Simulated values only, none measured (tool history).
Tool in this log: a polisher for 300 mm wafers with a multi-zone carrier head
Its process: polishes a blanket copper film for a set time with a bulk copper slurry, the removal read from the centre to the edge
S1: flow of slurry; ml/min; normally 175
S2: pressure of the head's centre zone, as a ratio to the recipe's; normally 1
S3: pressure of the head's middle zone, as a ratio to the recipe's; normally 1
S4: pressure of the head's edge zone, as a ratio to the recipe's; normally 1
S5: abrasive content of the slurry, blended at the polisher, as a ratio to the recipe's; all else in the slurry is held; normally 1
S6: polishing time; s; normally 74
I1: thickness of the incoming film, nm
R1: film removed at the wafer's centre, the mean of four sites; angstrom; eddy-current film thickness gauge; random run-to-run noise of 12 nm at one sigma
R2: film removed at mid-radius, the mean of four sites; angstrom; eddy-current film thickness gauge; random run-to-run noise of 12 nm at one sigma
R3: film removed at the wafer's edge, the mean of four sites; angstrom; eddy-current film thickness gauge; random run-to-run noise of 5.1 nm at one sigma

run   hour   S1    S2    S3    S4    S5  S6      I1    R1    R2    R3
  1      0  175     1     1     1     1  74  2977.4  7352  7402  7129
       1.9  -- worn pad replaced by a new one
  2   29.6  175     1     1     1     1  74  2995.5  8106  8127  7854
  3   51.5  175     1     1     1     1  74  3006.4  7806  7713  7647
        81  -- worn pad replaced by a new one
  4   85.1  175     1     1     1     1  74  2979.5  8275  8144  8110
  5  104.8  175     1     1     1     1  74  3035.4  8066  8452  8029
  6  135.9  175     1     1     1     1  74  3019.8  7683  7639  7588
     157.4  -- worn pad replaced by a new one
       164  -- carrier head's membrane replaced by a new one
     168.3  -- edge zone pressure recalibrated
  7  168.8  175     1     1     1     1  74  3018.8  8370  8224  8032
  8  185.6  175     1     1     1   0.8  74  3081.8  7730  7650  7682
     197.3  -- centre zone pressure recalibrated
  9  201.8  120     1     1     1     1  74    3029  7292  7404  7338
     212.5  -- slurry nozzle cleaned
     240.9  -- worn pad replaced by a new one
 10  241.4  175  0.96  1.04     1     1  74  3057.8  8097  8493  8151
 11    261  175     1  0.92     1  0.75  74  3095.7  7750  7159  7691
 12  280.7  175     1     1     1     1  74  3024.5  7846  7927  7869
 13  303.4  175     1     1     1     1  66  3079.7  6720  6761  6615
     321.2  -- worn pad replaced by a new one
 14  338.6  175     1     1     1     1  74  3030.2  8206  8112  7976
 15  365.8  175     1     1  0.89  1.25  50  3070.7  5321  5464  5094

Branching from run 15: 4 alternative next runs. What would each branch give?
  A  366.2  175   1     1     1    1  74  3044.1   ?   ?   ?
  B  366.2  195   1     1  0.97    1  74  3044.1   ?   ?   ?
  C  366.2  175   1  0.89     1    1  99  3044.1   ?   ?   ?
  D  366.2  200   1     1     1  0.8  74  3044.1   ?   ?   ?

run     R1    R2     R3
  A   7567  7752   7617
  B   7714  7886   7602
  C  10115  9407  10205
  D   7453  7615   7443
Without the tool's hidden state the same runs would have given:
run     R1     R2     R3
  A   8094   8292   8148
  B   8252   8436   8132
  C  10821  10063  10917
  D   7973   8147   7962
